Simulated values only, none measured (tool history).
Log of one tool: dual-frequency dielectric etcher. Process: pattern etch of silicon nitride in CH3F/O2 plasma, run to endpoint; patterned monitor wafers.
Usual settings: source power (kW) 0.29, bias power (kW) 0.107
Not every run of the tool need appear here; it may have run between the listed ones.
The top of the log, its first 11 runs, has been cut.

run	day	source power (kW)	bias power (kW)	wafers since the last listed run	hours since the last wet clean	hours since the last source power generator calibration	hours since the last bias power generator calibration	hours since the last upper electrode change	incoming incoming film thickness, nm	endpoint time (s)
12	10.829	0.29	0.107	156	143.4	2583.8	3328.9	2319.5	88.1	92.3
# day 12.175: upper electrode replaced
13	12.233	0.29	0.087	94	177.1	2617.5	3362.6	1.4	88.6	98.8
14	13.325	0.29	0.107	254	203.3	2643.7	3388.8	27.6	88.1	93.1
15	14.629	0.29	0.107	304	234.6	2675	3420.1	58.9	88.2	93.2
16	15.779	0.24	0.091	268	262.2	2702.6	3447.7	86.5	88.4	106.9
17	16.375	0.23	0.133	139	276.5	2716.9	3462	100.8	88.8	98
18	17.754	0.29	0.107	321	309.6	2750	3495.1	133.9	89.2	94.9
19	18.604	0.29	0.107	198	330	2770.4	3515.5	154.3	88.7	94.9
20	19.704	0.24	0.091	256	356.4	2796.8	3541.9	180.7	87.7	106.1
21	20.825	0.29	0.107	261	383.3	2823.7	3568.8	207.6	88.1	94.3
# day 21.196: bias power generator calibrated
22	21.371	0.29	0.125	88	396.4	2836.8	4.2	220.7	87.4	89.2
23	22.062	0.29	0.107	161	413	2853.4	20.8	237.3	88.6	94.7
# day 22.579: source power generator calibrated
24	22.95	0.23	0.087	168	434.3	8.9	42.1	258.6	88.4	111.4
# day 24.183: wet clean of the chamber
25	24.238	0.29	0.107	67	1.3	39.8	73	289.5	88.3	92.3
26	24.975	0.32	0.131	172	19	57.5	90.7	307.2	88.3	83.1
27	25.642	0.23	0.083	155	35	73.5	106.7	323.2	87.8	109.5
28	26.729	0.32	0.086	253	61.1	99.6	132.8	349.3	88.9	94.7
29	28.142	0.26	0.133	329	95	133.5	166.7	383.2	88	91
30	29.6	0.23	0.083	340	130	168.5	201.7	418.2	87.9	110.3
31	30.65	0.31	0.107	245	155.2	193.7	226.9	443.4	87.7	90

Consider 3 possible next runs. They are alternatives, not a sequence: every one starts from the tool as it was left by run 31. What does each give?
A	30.671	0.29	0.098	4	155.7	194.2	227.4	443.9	88.4	?
B	30.671	0.29	0.128	4	155.7	194.2	227.4	443.9	88.4	?
C	30.671	0.33	0.094	4	155.7	194.2	227.4	443.9	88.4	?

run	endpoint time (s)
A	95.8
B	88.9
C	91.4
Stripped of hidden state, with their random variation kept, the same runs would have yielded:
run	endpoint time (s)
A	95
B	88.1
C	90.6
